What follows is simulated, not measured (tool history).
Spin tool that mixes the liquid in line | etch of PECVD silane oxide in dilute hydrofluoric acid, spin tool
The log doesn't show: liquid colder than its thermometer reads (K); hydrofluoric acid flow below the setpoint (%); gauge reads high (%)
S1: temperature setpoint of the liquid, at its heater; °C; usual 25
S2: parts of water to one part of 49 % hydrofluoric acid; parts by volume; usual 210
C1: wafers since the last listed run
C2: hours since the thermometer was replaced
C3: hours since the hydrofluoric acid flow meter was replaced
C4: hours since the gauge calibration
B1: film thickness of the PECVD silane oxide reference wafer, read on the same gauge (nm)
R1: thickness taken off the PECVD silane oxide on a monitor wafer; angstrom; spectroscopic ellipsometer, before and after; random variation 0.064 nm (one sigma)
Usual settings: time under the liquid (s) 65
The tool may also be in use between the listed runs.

run 1 hour=0 | S1=25 S2=210 time_under_the_liquid_(s)=65 | C1=0 C2=69.9 C3=224.2 C4=1263.8 | B1=40 | R1=113.9
run 2 hour=44.7 | S1=25 S2=210 time_under_the_liquid_(s)=65 | C1=509 C2=114.6 C3=268.9 C4=1308.5 | B1=40.01 | R1=113.6
run 3 hour=87.9 | S1=25 S2=255 time_under_the_liquid_(s)=65 | C1=492 C2=157.8 C3=312.1 C4=1351.7 | B1=39.98 | R1=89.6
-- hour=107.5 gauge calibrated
run 4 hour=183 | S1=25 S2=255 time_under_the_liquid_(s)=65 | C1=1083 C2=252.9 C3=407.2 C4=75.5 | B1=40 | R1=87.5
run 5 hour=230.8 | S1=25 S2=210 time_under_the_liquid_(s)=65 | C1=544 C2=300.7 C3=455 C4=123.3 | B1=40 | R1=112.7
run 6 hour=325.7 | S1=25 S2=210 time_under_the_liquid_(s)=65 | C1=1081 C2=395.6 C3=549.9 C4=218.2 | B1=40.03 | R1=112.6
run 7 hour=415.8 | S1=25 S2=210 time_under_the_liquid_(s)=65 | C1=1026 C2=485.7 C3=640 C4=308.3 | B1=40.02 | R1=111.1
run 8 hour=514.2 | S1=25 S2=210 time_under_the_liquid_(s)=65 | C1=1121 C2=584.1 C3=738.4 C4=406.7 | B1=40 | R1=110.3
run 9 hour=559.8 | S1=25 S2=210 time_under_the_liquid_(s)=65 | C1=519 C2=629.7 C3=784 C4=452.3 | B1=40.01 | R1=111.4
run 10 hour=658.8 | S1=25 S2=210 time_under_the_liquid_(s)=65 | C1=1128 C2=728.7 C3=883 C4=551.3 | B1=39.98 | R1=110
run 11 hour=715.9 | S1=25 S2=210 time_under_the_liquid_(s)=65 | C1=650 C2=785.8 C3=940.1 C4=608.4 | B1=39.99 | R1=109.3
run 12 hour=805.1 | S1=25 S2=210 time_under_the_liquid_(s)=80 | C1=1016 C2=875 C3=1029.3 C4=697.6 | B1=40 | R1=135.4
-- hour=850.3 hydrofluoric acid flow meter replaced
run 13 hour=901.7 | S1=25 S2=210 time_under_the_liquid_(s)=80 | C1=1089 C2=971.6 C3=51.4 C4=794.2 | B1=40.01 | R1=128.3
run 14 hour=946 | S1=25 S2=210 time_under_the_liquid_(s)=80 | C1=504 C2=1015.9 C3=95.7 C4=838.5 | B1=40 | R1=127.4
run 15 hour=1038.3 | S1=25 S2=210 time_under_the_liquid_(s)=65 | C1=1052 C2=1108.2 C3=188 C4=930.8 | B1=40.01 | R1=102.5
run 16 hour=1123.7 | S1=25 S2=210 time_under_the_liquid_(s)=65 | C1=973 C2=1193.6 C3=273.4 C4=1016.2 | B1=39.99 | R1=101.8
run 17 hour=1164.7 | S1=25 S2=255 time_under_the_liquid_(s)=65 | C1=467 C2=1234.6 C3=314.4 C4=1057.2 | B1=40.02 | R1=79.4
run 18 hour=1205.4 | S1=25 S2=210 time_under_the_liquid_(s)=65 | C1=463 C2=1275.3 C3=355.1 C4=1097.9 | B1=40.01 | R1=101.2
-- hour=1231.4 hydrofluoric acid flow meter replaced, repeated, since the last time left the tool worse
run 19 hour=1288.2 | S1=25 S2=180 time_under_the_liquid_(s)=65 | C1=932 C2=1358.1 C3=56.8 C4=1180.7 | B1=40 | R1=137.1
run 20 hour=1392.6 | S1=26.5 S2=110 time_under_the_liquid_(s)=40 | C1=1189 C2=1462.5 C3=161.2 C4=1285.1 | B1=40 | R1=157.3
-- hour=1449.7 gauge calibrated
run 21 hour=1506.1 | S1=25 S2=170 time_under_the_liquid_(s)=65 | C1=1293 C2=1576 C3=274.7 C4=56.4 | B1=39.99 | R1=145.3
run 22 hour=1563.3 | S1=20.5 S2=150 time_under_the_liquid_(s)=65 | C1=651 C2=1633.2 C3=331.9 C4=113.6 | B1=40.02 | R1=140.8
run 23 hour=1667.1 | S1=21 S2=305 time_under_the_liquid_(s)=100 | C1=1183 C2=1737 C3=435.7 C4=217.4 | B1=40 | R1=92.8
run 24 hour=1708.7 | S1=22 S2=250 time_under_the_liquid_(s)=40 | C1=474 C2=1778.6 C3=477.3 C4=259 | B1=40 | R1=49.8
run 25 hour=1746.9 | S1=21.5 S2=305 time_under_the_liquid_(s)=35 | C1=435 C2=1816.8 C3=515.5 C4=297.2 | B1=40.01 | R1=32.9
-- hour=1819.1 thermometer replaced
run 26 hour=1819.7 | S1=25 S2=180 time_under_the_liquid_(s)=65 | C1=818 C2=0.6 C3=588.3 C4=370 | B1=40 | R1=132.4
run 27 hour=1923.6 | S1=21.5 S2=305 time_under_the_liquid_(s)=35 | C1=1184 C2=104.5 C3=692.2 C4=473.9 | B1=39.99 | R1=32.4
run 28 hour=1980.2 | S1=20.5 S2=270 time_under_the_liquid_(s)=55 | C1=645 C2=161.1 C3=748.8 C4=530.5 | B1=40 | R1=57.5
run 29 hour=2234.6 | S1=25 S2=160 time_under_the_liquid_(s)=65 | C1=2899 C2=415.5 C3=1003.2 C4=784.9 | B1=40 | R1=151.1
run 30 hour=2322.7 | S1=26.5 S2=210 time_under_the_liquid_(s)=50 | C1=1004 C2=503.6 C3=1091.3 C4=873 | B1=40.01 | R1=87.3
run 31 hour=2396.7 | S1=27 S2=210 time_under_the_liquid_(s)=65 | C1=843 C2=577.6 C3=1165.3 C4=947 | B1=40.03 | R1=115.1
-- hour=2445.2 hydrofluoric acid flow meter replaced
run 32 hour=2477.3 | S1=25 S2=210 time_under_the_liquid_(s)=25 | C1=907 C2=658.2 C3=32.1 C4=1027.6 | B1=40.01 | R1=44.4
run 33 hour=2582.5 | S1=20.5 S2=115 time_under_the_liquid_(s)=50 | C1=1199 C2=763.4 C3=137.3 C4=1132.8 | B1=40 | R1=149.3

Forecast each of these 4 alternatives for the next run:
run A hour=2582.9 | S1=25 S2=110 time_under_the_liquid_(s)=65 | C1=4 C2=763.8 C3=137.7 C4=1133.2 | B1=? | R1=?
run B hour=2582.9 | S1=21 S2=265 time_under_the_liquid_(s)=50 | C1=4 C2=763.8 C3=137.7 C4=1133.2 | B1=? | R1=?
run C hour=2582.9 | S1=25 S2=210 time_under_the_liquid_(s)=30 | C1=4 C2=763.8 C3=137.7 C4=1133.2 | B1=? | R1=?
run D hour=2582.9 | S1=25 S2=315 time_under_the_liquid_(s)=65 | C1=4 C2=763.8 C3=137.7 C4=1133.2 | B1=? | R1=?

run=A B1=40.03 R1=243.9
run=B B1=40.03 R1=56.7
run=C B1=40.03 R1=52.5
run=D B1=40.03 R1=68
Without the tool's hidden state the same runs would have given:
run=A R1=245.7
run=B R1=57.1
run=C R1=52.9
run=D R1=68.6
